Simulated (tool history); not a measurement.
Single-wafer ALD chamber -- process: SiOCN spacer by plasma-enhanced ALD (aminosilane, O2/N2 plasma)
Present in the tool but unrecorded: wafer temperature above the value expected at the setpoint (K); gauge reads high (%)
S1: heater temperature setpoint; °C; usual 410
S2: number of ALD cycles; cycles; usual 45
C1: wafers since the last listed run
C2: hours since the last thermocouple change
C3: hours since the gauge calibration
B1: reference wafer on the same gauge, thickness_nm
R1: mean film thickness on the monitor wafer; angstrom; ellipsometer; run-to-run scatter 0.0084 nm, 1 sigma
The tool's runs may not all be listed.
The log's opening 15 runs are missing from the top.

run 16 day=37.696 | S1=420 S2=45 | C1=159 C2=1284.6 C3=1867.6 | B1=2.751 | R1=25.03
-- day=38.467 gauge calibrated
run 17 day=40.508 | S1=410 S2=45 | C1=323 C2=1352.1 C3=49 | B1=2.751 | R1=25.82
run 18 day=42.271 | S1=410 S2=45 | C1=202 C2=1394.4 C3=91.3 | B1=2.749 | R1=25.88
run 19 day=44.275 | S1=410 S2=45 | C1=230 C2=1442.5 C3=139.4 | B1=2.751 | R1=25.8
run 20 day=45.454 | S1=410 S2=50 | C1=135 C2=1470.8 C3=167.7 | B1=2.75 | R1=28.69
run 21 day=47.854 | S1=418 S2=43 | C1=276 C2=1528.4 C3=225.3 | B1=2.75 | R1=24.15
run 22 day=50.717 | S1=418 S2=43 | C1=329 C2=1597.1 C3=294 | B1=2.748 | R1=24.08
run 23 day=52.104 | S1=410 S2=45 | C1=159 C2=1630.4 C3=327.3 | B1=2.749 | R1=25.9
run 24 day=54.992 | S1=410 S2=45 | C1=332 C2=1699.7 C3=396.6 | B1=2.75 | R1=25.68
run 25 day=56.342 | S1=400 S2=45 | C1=155 C2=1732.1 C3=429 | B1=2.748 | R1=26.17
run 26 day=58.833 | S1=424 S2=49 | C1=286 C2=1791.9 C3=488.8 | B1=2.751 | R1=26.95
run 27 day=60.133 | S1=410 S2=45 | C1=149 C2=1823.1 C3=520 | B1=2.748 | R1=25.81
run 28 day=61.65 | S1=410 S2=45 | C1=174 C2=1859.5 C3=556.4 | B1=2.751 | R1=25.78
run 29 day=64.004 | S1=410 S2=45 | C1=270 C2=1916 C3=612.9 | B1=2.751 | R1=25.84
run 30 day=65.138 | S1=402 S2=51 | C1=130 C2=1943.2 C3=640.1 | B1=2.75 | R1=29.67
run 31 day=68.021 | S1=410 S2=39 | C1=331 C2=2012.4 C3=709.3 | B1=2.751 | R1=22.43
run 32 day=70.417 | S1=419 S2=39 | C1=275 C2=2069.9 C3=766.8 | B1=2.75 | R1=21.84
run 33 day=71.704 | S1=410 S2=45 | C1=148 C2=2100.8 C3=797.7 | B1=2.75 | R1=25.9
run 34 day=72.971 | S1=420 S2=51 | C1=145 C2=2131.2 C3=828.1 | B1=2.751 | R1=28.47
run 35 day=74.017 | S1=410 S2=50 | C1=120 C2=2156.3 C3=853.2 | B1=2.751 | R1=28.81
run 36 day=75.096 | S1=424 S2=38 | C1=124 C2=2182.2 C3=879.1 | B1=2.75 | R1=21.01
run 37 day=76.917 | S1=419 S2=36 | C1=209 C2=2225.9 C3=922.8 | B1=2.749 | R1=20.17

Predict the results of run 38:
run 38 day=79.875 | S1=415 S2=50 | C1=340 C2=2296.9 C3=993.8 | B1=? | R1=?

B1: 2.751
R1: 28.45 angstrom
With the hidden condition absent and the run-to-run variation left alone, this run would have shown R1 27.92 angstrom.

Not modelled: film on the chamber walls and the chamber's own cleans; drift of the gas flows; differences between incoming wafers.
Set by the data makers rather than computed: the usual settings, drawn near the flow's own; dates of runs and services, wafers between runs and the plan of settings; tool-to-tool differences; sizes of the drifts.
